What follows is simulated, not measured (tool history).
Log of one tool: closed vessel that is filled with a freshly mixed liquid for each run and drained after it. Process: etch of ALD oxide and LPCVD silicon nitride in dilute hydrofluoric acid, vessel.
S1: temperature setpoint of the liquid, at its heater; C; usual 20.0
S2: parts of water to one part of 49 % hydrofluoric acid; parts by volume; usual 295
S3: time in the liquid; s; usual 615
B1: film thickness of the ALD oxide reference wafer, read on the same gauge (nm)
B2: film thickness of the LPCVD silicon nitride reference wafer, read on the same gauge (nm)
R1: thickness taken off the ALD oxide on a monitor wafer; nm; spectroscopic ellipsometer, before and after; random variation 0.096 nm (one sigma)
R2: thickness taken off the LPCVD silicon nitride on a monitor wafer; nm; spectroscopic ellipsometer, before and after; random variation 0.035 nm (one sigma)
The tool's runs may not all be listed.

run	hour	S1	S2	S3	B1	B2	R1	R2
1	0.0	20.0	295	860	129.96	49.996	25.12	1.215
2	28.3	20.0	295	615	129.99	50.001	18.03	0.875
3	79.7	20.0	295	615	130.02	49.982	17.88	0.819
4	102.6	20.0	295	615	130.02	50.018	17.95	0.893
5	133.5	20.0	295	615	130.00	49.985	17.82	0.917
6	149.2	20.0	295	615	130.01	50.007	17.82	0.832
7	178.9	22.5	295	615	130.00	50.029	19.41	1.074
8	191.2	20.0	295	615	129.95	49.995	17.67	0.914
9	254.1	20.0	295	615	129.98	50.013	17.58	0.868
10	273.9	20.0	295	615	130.02	50.017	17.63	0.833
11	304.5	20.0	295	615	130.00	49.995	17.66	0.823
12	389.1	20.0	295	615	129.99	50.012	17.42	0.883
13	424.7	24.0	295	840	129.99	50.018	27.62	1.441
14	437.5	20.0	435	335	130.00	49.995	5.64	0.319
15	468.0	20.0	295	865	130.04	50.002	24.66	1.263
16	502.3	20.0	295	615	129.98	49.977	18.59	0.926
17	540.5	20.0	295	615	130.01	49.969	18.55	0.928
18	564.8	20.0	295	615	130.01	49.971	18.38	0.900
19	578.4	20.0	295	615	129.99	50.006	18.63	0.877
20	614.4	20.0	420	815	130.00	50.010	15.31	0.791
21	649.1	17.0	235	615	130.02	50.023	21.79	0.928
22	661.3	23.0	155	305	129.99	50.019	22.30	1.002
23	675.7	24.0	295	615	130.01	49.961	21.15	1.157
24	688.4	24.5	385	795	129.99	49.998	19.43	1.054
25	706.9	22.5	445	760	129.98	50.004	14.36	0.912
26	732.9	17.0	245	380	130.00	49.997	12.63	0.521
27	753.4	22.5	295	615	130.00	49.984	20.03	1.022

Not shown: 3 entries that the log had between the listed runs. Between which runs, and how does the tool's hidden state differ before and after?
Between runs 11 and 12: gauge calibrated (hour 329.1)
  hydrofluoric acid flow below the setpoint (%): 4.55 -> 5.01
  measured less the result without the state, R1: -1.08 -> -1.17 nm; R2: -0.038 -> -0.045 nm
Between runs 15 and 16: hydrofluoric acid flow meter replaced (hour 479.4)
  hydrofluoric acid flow below the setpoint (%): 5.44 -> 0.41
  measured less the result without the state, R1: -1.81 -> -0.10 nm; R2: -0.070 -> -0.004 nm
Between runs 19 and 20: thermometer replaced (hour 596.0)
  hydrofluoric acid flow below the setpoint (%): 0.821 -> 1.02
  measured less the result without the state, R1: -0.19 -> -0.22 nm; R2: -0.007 -> -0.008 nm
